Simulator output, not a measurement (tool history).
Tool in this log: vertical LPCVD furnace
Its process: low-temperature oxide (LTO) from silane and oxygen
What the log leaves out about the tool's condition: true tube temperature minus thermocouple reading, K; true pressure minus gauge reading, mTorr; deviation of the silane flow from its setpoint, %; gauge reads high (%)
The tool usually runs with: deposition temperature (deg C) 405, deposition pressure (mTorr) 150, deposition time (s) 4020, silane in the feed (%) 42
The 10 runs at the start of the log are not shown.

run,day,deposition temperature (deg C),deposition pressure (mTorr),deposition time (s),silane in the feed (%),wafers since the last listed run,hours since the last temperature calibration,hours since the pressure gauge was zeroed,hours since the silane flow controller was replaced,hours since the gauge calibration,"read-back reference wafer on the same gauge, thickness",film thickness on the monitor wafer in the middle of the boat (angstrom)
11,7.088,405,150,4020,42,62,3710.7,6.1,5731.8,200.6,516.01,4838.4
12,7.812,405,150,4020,42,193,3728.1,23.5,5749.2,218.0,515.85,4839.2
13,8.375,405,150,4020,42,150,3741.6,37.0,5762.7,231.5,515.85,4840.5
14,8.700,396,150,4020,42,86,3749.4,44.8,5770.5,239.3,515.98,4410.3
15,9.492,398,150,4020,42,211,3768.4,63.8,5789.5,258.3,515.85,4500.0
16,9.838,405,150,4020,42,92,3776.7,72.1,5797.8,266.6,516.03,4841.2
# day 10.454: gauge calibrated
# day 11.088: thermocouples replaced and temperature profile calibrated
17,11.108,405,150,4020,42,72,0.5,102.6,5828.3,15.7,516.08,4680.2
18,11.300,405,150,2850,42,51,5.1,107.2,5832.9,20.3,515.89,3316.5
19,11.492,405,150,4650,37,51,9.7,111.8,5837.5,24.9,516.17,4651.3
20,12.042,405,150,3480,44,146,22.9,125.0,5850.7,38.1,516.15,4260.9
21,12.717,405,150,3150,42,180,39.1,141.2,5866.9,54.3,515.85,3667.0
# day 14.142: silane flow controller replaced
22,14.162,405,150,4020,42,119,73.8,175.9,0.5,89.0,516.12,4687.4
23,14.354,405,150,4020,42,51,78.4,180.5,5.1,93.6,516.01,4664.8
24,14.546,409,175,4590,36,51,83.0,185.1,9.7,98.2,515.99,5415.7
25,14.738,405,170,5520,42,51,87.6,189.7,14.3,102.8,515.99,7271.6
26,15.012,410,150,4980,35,73,94.2,196.3,20.9,109.4,515.90,4900.4
27,15.604,397,150,4710,47,157,108.4,210.5,35.1,123.6,516.08,5650.0
28,16.317,413,140,5400,36,190,125.5,227.6,52.2,140.7,515.90,5321.2

Run 29 is up next; what results do you expect?
29,16.858,417,150,4740,42,144,138.5,240.6,65.2,153.7,?,?

{"run 29": {"read-back reference wafer on the same gauge, thickness": 515.94, "film thickness on the monitor wafer in the middle of the boat (angstrom)": 6234.8}}
Take away the tool's hidden state, keep the run-to-run variation as it was, and the same run would have given film thickness on the monitor wafer in the middle of the boat (angstrom) 6214.0.
